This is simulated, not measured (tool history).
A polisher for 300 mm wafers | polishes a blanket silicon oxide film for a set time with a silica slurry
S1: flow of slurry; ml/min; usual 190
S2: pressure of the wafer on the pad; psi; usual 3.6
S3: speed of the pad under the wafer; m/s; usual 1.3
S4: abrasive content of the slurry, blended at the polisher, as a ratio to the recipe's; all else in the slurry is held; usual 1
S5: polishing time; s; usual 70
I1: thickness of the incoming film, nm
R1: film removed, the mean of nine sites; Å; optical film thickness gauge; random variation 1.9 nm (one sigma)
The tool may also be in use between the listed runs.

Run 1, hour 0: usual settings; I1 1769.2. Result: R1 1527 Å.
Run 2, hour 6.8: usual settings but S2 4 psi; I1 1791.3. Result: R1 1659 Å.
Run 3, hour 13.5: usual settings but S2 4 psi; I1 1809.4. Result: R1 1689 Å.
Run 4, hour 20.5: usual settings; I1 1764.7. Result: R1 1488 Å.
At hour 26.8: slurry blender recalibrated.
Run 5, hour 36.5: usual settings but S3 1.06 m/s; I1 1787.5. Result: R1 1475 Å.
Run 6, hour 42.7: usual settings but S2 3.2 psi, S3 1.44 m/s, S4 0.8, S5 88 s; I1 1793.9. Result: R1 1775 Å.
At hour 45.2: head pressure recalibrated.
Run 7, hour 50.3: usual settings but S3 1.46 m/s; I1 1770.4. Result: R1 1955 Å.
Run 8, hour 59.5: usual settings; I1 1816. Result: R1 1826 Å.
Run 9, hour 75.6: usual settings but S3 1.5 m/s; I1 1761.6. Result: R1 1983 Å.
Run 10, hour 89.9: usual settings; I1 1761.4. Result: R1 1767 Å.
At hour 99.1: worn pad replaced by a new one.
Run 11, hour 99.6: usual settings but S1 230 ml/min, S2 4.2 psi, S4 0.8; I1 1779.7. Result: R1 1869 Å.
At hour 108.3: slurry nozzle cleaned.
Run 12, hour 115.6: usual settings but S3 0.88 m/s, S4 0.9; I1 1789. Result: R1 1305 Å.
Run 13, hour 132.9: usual settings but S1 235 ml/min, S4 0.8; I1 1789.5. Result: R1 1566 Å.
Run 14, hour 142.1: usual settings but S1 145 ml/min, S2 4.3 psi; I1 1769.8. Result: R1 1981 Å.
Run 15, hour 156.2: usual settings but S2 2.7 psi, S3 1.44 m/s; I1 1811.5. Result: R1 1388 Å.
Run 16, hour 173.8: usual settings; I1 1820.8. Result: R1 1747 Å.
Run 17, hour 186.8: usual settings but S1 250 ml/min, S4 1.15, S5 81 s; I1 1807. Result: R1 2238 Å.
Run 18, hour 198.1: usual settings; I1 1795.2. Result: R1 1690 Å.
Run 19, hour 210.5: usual settings but S4 0.85, S5 88 s; I1 1812.5. Result: R1 1936 Å.
At hour 224.7: worn pad replaced by a new one.
At hour 227.2: conditioning disc replaced and pad reconditioned.
Run 20, hour 227.7: usual settings but S4 0.85; I1 1758.5. Result: R1 1480 Å.
Run 21, hour 237.6: usual settings but S1 145 ml/min; I1 1793.1. Result: R1 1580 Å.
Run 22, hour 245.7: usual settings but S1 230 ml/min, S3 1.02 m/s; I1 1781.2. Result: R1 1443 Å.
Run 23, hour 252.3: usual settings but S1 135 ml/min, S5 77 s; I1 1800.5. Result: R1 1700 Å.
Run 24, hour 262.1: usual settings but S5 89 s; I1 1800.4. Result: R1 2071 Å.
Run 25, hour 271.8: usual settings but S3 1.04 m/s; I1 1788.4. Result: R1 1428 Å.
Run 26, hour 288.9: usual settings but S5 89 s; I1 1817.9. Result: R1 2060 Å.

What the log doesn't show, run by run:
removal rate lost through wear of the pad, %: 0 in every run
slurry flow missing at the pad, %: 0 in every run
time polished since the conditioner stopped cutting, s: 0 in every run
H1: deviation of the head's pressure from its setpoint, %
H2: abrasive missing from the slurry, %
run       H1    H2
  1     -6.1  19.8
  2    -6.18  20.2
  3    -6.25  20.6
  4    -6.33  21.1
  5    -6.51  2.35
  6    -6.58  2.75
  7      1.3  3.24
  8     1.19  3.83
  9     1.01  4.87
 10    0.851  5.79
 11    0.742  6.41
 12    0.563  7.44
 13    0.368  8.55
 14    0.265  9.15
 15    0.106  10.1
 16  -0.0914  11.2
 17   -0.238    12
 18   -0.365  12.7
 19   -0.504  13.5
 20   -0.697  14.7
 21   -0.808  15.3
 22   -0.899  15.8
 23   -0.974  16.2
 24    -1.08  16.9
 25    -1.19  17.5
 26    -1.38  18.6
